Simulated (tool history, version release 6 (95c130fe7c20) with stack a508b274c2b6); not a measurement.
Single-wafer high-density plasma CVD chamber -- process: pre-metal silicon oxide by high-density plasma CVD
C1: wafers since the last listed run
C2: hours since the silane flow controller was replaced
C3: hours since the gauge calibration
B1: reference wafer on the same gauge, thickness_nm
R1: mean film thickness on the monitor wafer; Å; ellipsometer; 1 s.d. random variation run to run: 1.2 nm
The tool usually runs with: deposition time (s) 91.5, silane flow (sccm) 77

Run 1, hour 0.0: usual settings; C1 0; C2 4070.5; C3 16.6; B1 578.176. Result: R1 6319.41 Å.
Run 2, hour 18.8: usual settings but deposition time (s) 84.0, silane flow (sccm) 84; C1 188; C2 4089.3; C3 35.4; B1 578.069. Result: R1 6331.83 Å.
Run 3, hour 36.6: usual settings but deposition time (s) 84.0, silane flow (sccm) 84; C1 178; C2 4107.1; C3 53.2; B1 578.218. Result: R1 6329.00 Å.
Run 4, hour 60.8: usual settings but deposition time (s) 80.9, silane flow (sccm) 81; C1 242; C2 4131.3; C3 77.4; B1 577.991. Result: R1 5887.65 Å.
Run 5, hour 77.1: usual settings but deposition time (s) 80.9, silane flow (sccm) 81; C1 163; C2 4147.6; C3 93.7; B1 577.771. Result: R1 5896.24 Å.
Run 6, hour 98.4: usual settings; C1 213; C2 4168.9; C3 115.0; B1 578.009. Result: R1 6342.79 Å.
Run 7, hour 154.5: usual settings; C1 561; C2 4225.0; C3 171.1; B1 577.869. Result: R1 6356.45 Å.
Run 8, hour 183.2: usual settings; C1 287; C2 4253.7; C3 199.8; B1 578.212. Result: R1 6331.79 Å.
Run 9, hour 201.3: usual settings but silane flow (sccm) 81; C1 181; C2 4271.8; C3 217.9; B1 577.702. Result: R1 6649.48 Å.
Run 10, hour 251.9: usual settings but silane flow (sccm) 81; C1 506; C2 4322.4; C3 268.5; B1 577.979. Result: R1 6668.33 Å.
Run 11, hour 265.0: usual settings but silane flow (sccm) 81; C1 131; C2 4335.5; C3 281.6; B1 577.814. Result: R1 6645.95 Å.
Run 12, hour 285.6: usual settings; C1 206; C2 4356.1; C3 302.2; B1 578.066. Result: R1 6322.51 Å.
Run 13, hour 310.9: usual settings but deposition time (s) 79.8, silane flow (sccm) 87; C1 253; C2 4381.4; C3 327.5; B1 577.975. Result: R1 6224.11 Å.
Run 14, hour 338.4: usual settings; C1 275; C2 4408.9; C3 355.0; B1 578.032. Result: R1 6319.88 Å.
Run 15, hour 373.1: usual settings but deposition time (s) 86.2; C1 347; C2 4443.6; C3 389.7; B1 577.992. Result: R1 5954.85 Å.
At hour 384.3: gauge calibrated.
Run 16, hour 408.2: usual settings but deposition time (s) 103.1, silane flow (sccm) 64; C1 351; C2 4478.7; C3 23.9; B1 577.979. Result: R1 5924.13 Å.
At hour 420.5: silane flow controller replaced.
Run 17, hour 443.4: usual settings; C1 272; C2 22.9; C3 59.1; B1 577.836. Result: R1 6719.11 Å.
Run 18, hour 469.7: usual settings but deposition time (s) 73.8, silane flow (sccm) 66; C1 263; C2 49.2; C3 85.4; B1 577.815. Result: R1 4641.72 Å.
Run 19, hour 494.7: usual settings but deposition time (s) 102.5, silane flow (sccm) 91; C1 250; C2 74.2; C3 110.4; B1 577.833. Result: R1 8862.60 Å.
Run 20, hour 528.8: usual settings but deposition time (s) 96.4, silane flow (sccm) 88; C1 341; C2 108.3; C3 144.5; B1 577.818. Result: R1 8056.11 Å.
Run 21, hour 563.6: usual settings but deposition time (s) 108.4, silane flow (sccm) 88; C1 348; C2 143.1; C3 179.3; B1 577.726. Result: R1 9048.88 Å.
Run 22, hour 580.6: usual settings; C1 170; C2 160.1; C3 196.3; B1 578.240. Result: R1 6672.25 Å.
Run 23, hour 612.8: usual settings; C1 322; C2 192.3; C3 228.5; B1 577.929. Result: R1 6664.50 Å.
Run 24, hour 625.6: usual settings but deposition time (s) 79.7; C1 128; C2 205.1; C3 241.3; B1 578.092. Result: R1 5793.88 Å.

The next listed run, before its measurement:
Run 25, hour 655.3: usual settings but deposition time (s) 83.6, silane flow (sccm) 92; C1 297; C2 234.8; C3 271.0; B1 ?. Result: R1 ?.

{"run 25": {"B1": 577.855, "R1": 7266.22}}
Minus the tool's unlogged condition, the same run would have read R1 7314.09 Å.

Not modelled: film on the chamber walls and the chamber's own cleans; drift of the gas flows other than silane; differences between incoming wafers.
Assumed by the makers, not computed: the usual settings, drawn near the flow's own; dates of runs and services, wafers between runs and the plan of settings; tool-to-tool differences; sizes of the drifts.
